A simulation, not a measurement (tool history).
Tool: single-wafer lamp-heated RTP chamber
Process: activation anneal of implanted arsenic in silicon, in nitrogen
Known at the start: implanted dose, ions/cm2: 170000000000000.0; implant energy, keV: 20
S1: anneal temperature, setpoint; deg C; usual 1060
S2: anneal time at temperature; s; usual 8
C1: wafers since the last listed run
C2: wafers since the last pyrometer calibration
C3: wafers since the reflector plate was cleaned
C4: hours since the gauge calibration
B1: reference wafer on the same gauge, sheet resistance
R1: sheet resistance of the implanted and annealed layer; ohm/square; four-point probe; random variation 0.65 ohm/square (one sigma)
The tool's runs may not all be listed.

run,hour,S1,S2,C1,C2,C3,C4,B1,R1
1,0.0,1060,10,0,709,1414,112.3,389.78,434.95
2,14.8,1060,10,265,974,1679,127.1,389.91,434.04
3,32.5,1060,10,317,1291,1996,144.8,390.05,433.52
# hour 49.1: pyrometer window cleaned and pyrometer calibrated
4,49.6,1060,8,163,9,2159,161.9,390.33,436.36
5,57.2,1060,8,136,145,2295,169.5,389.92,435.01
# hour 65.8: gauge calibrated
6,67.4,1060,4,182,328,2478,1.6,389.98,439.37
7,80.4,1046,8,232,560,2711,14.6,389.89,437.61
8,87.9,1045,4,134,695,2845,22.1,390.04,439.59
9,100.9,1060,11,232,928,3078,35.1,389.78,434.34
10,115.1,1060,8,254,1182,3332,49.3,390.06,435.34
# hour 127.9: pyrometer window cleaned and pyrometer calibrated
11,128.2,1088,11,91,5,3424,62.4,389.82,428.49
12,134.9,1060,8,120,125,3544,69.1,390.13,434.93
# hour 149.3: reflector plate cleaned
13,149.8,1086,13,123,249,8,84.0,389.70,427.26
14,153.8,1045,9,71,321,79,88.0,390.09,436.30
15,166.4,1090,8,225,546,305,100.6,389.74,430.47
16,178.7,1089,4,220,767,525,112.9,389.83,435.29
17,188.5,1088,5,175,942,701,122.7,389.86,435.79
18,194.7,1051,6,111,1053,812,128.9,390.05,437.42
19,201.5,1083,12,121,1175,934,135.7,389.94,428.13

5 ways to go on from here, each from the tool as it stands after run 19. What would each give?
A,201.9,1088,8,7,1182,941,136.1,?,?
B,201.9,1072,4,7,1182,941,136.1,?,?
C,201.9,1082,8,7,1182,941,136.1,?,?
D,201.9,1038,5,7,1182,941,136.1,?,?
E,201.9,1060,6,7,1182,941,136.1,?,?

run,B1,R1
A,389.80,430.53
B,389.80,436.34
C,389.80,431.44
D,389.80,438.08
E,389.80,435.62
Without the tool's hidden state the same runs would have given:
run,R1
A,430.53
B,436.34
C,431.44
D,438.08
E,435.62
